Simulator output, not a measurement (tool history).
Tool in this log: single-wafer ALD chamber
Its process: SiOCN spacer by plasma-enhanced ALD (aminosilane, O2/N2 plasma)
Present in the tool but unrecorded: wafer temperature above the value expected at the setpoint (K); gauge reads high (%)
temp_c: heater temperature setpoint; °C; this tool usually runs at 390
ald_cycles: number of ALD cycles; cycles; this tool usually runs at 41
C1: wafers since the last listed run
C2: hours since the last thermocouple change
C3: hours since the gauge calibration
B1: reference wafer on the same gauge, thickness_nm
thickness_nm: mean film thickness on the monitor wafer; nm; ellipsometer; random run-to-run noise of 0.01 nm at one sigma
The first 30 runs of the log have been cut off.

Run 31, day 93.542: usual settings but temp_c 403 °C, ald_cycles 34 cycles; C1 558; C2 803.2; C3 672.2; B1 2.627. Result: thickness_nm 1.819 nm.
Run 32, day 103.325: usual settings; C1 1580; C2 1038.0; C3 907.0; B1 2.633. Result: thickness_nm 2.214 nm.
Run 33, day 104.900: usual settings; C1 254; C2 1075.8; C3 944.8; B1 2.633. Result: thickness_nm 2.221 nm.
Run 34, day 108.512: usual settings; C1 583; C2 1162.5; C3 1031.5; B1 2.638. Result: thickness_nm 2.207 nm.
Run 35, day 112.450: usual settings; C1 636; C2 1257.0; C3 1126.0; B1 2.639. Result: thickness_nm 2.213 nm.
Run 36, day 115.200: usual settings but temp_c 399 °C; C1 444; C2 1323.0; C3 1192.0; B1 2.640. Result: thickness_nm 2.225 nm.
Run 37, day 119.138: usual settings but temp_c 384 °C, ald_cycles 38 cycles; C1 636; C2 1417.5; C3 1286.5; B1 2.644. Result: thickness_nm 2.054 nm.
Run 38, day 121.571: usual settings; C1 393; C2 1475.9; C3 1344.9; B1 2.648. Result: thickness_nm 2.238 nm.
Run 39, day 124.908: usual settings but temp_c 404 °C, ald_cycles 48 cycles; C1 539; C2 1556.0; C3 1425.0; B1 2.651. Result: thickness_nm 2.586 nm.
Run 40, day 126.838: usual settings but temp_c 396 °C, ald_cycles 45 cycles; C1 311; C2 1602.3; C3 1471.3; B1 2.645. Result: thickness_nm 2.463 nm.
Run 41, day 129.667: usual settings but temp_c 380 °C, ald_cycles 35 cycles; C1 457; C2 1670.2; C3 1539.2; B1 2.653. Result: thickness_nm 1.913 nm.

Forecast run 42:
Run 42, day 132.196: usual settings; C1 408; C2 1730.9; C3 1599.9; B1 ?. Result: thickness_nm ?.

Run 42 came out at B1 2.653, thickness_nm 2.223 nm.
Had the tool carried no hidden state, the very same run would have given thickness_nm 2.178 nm.

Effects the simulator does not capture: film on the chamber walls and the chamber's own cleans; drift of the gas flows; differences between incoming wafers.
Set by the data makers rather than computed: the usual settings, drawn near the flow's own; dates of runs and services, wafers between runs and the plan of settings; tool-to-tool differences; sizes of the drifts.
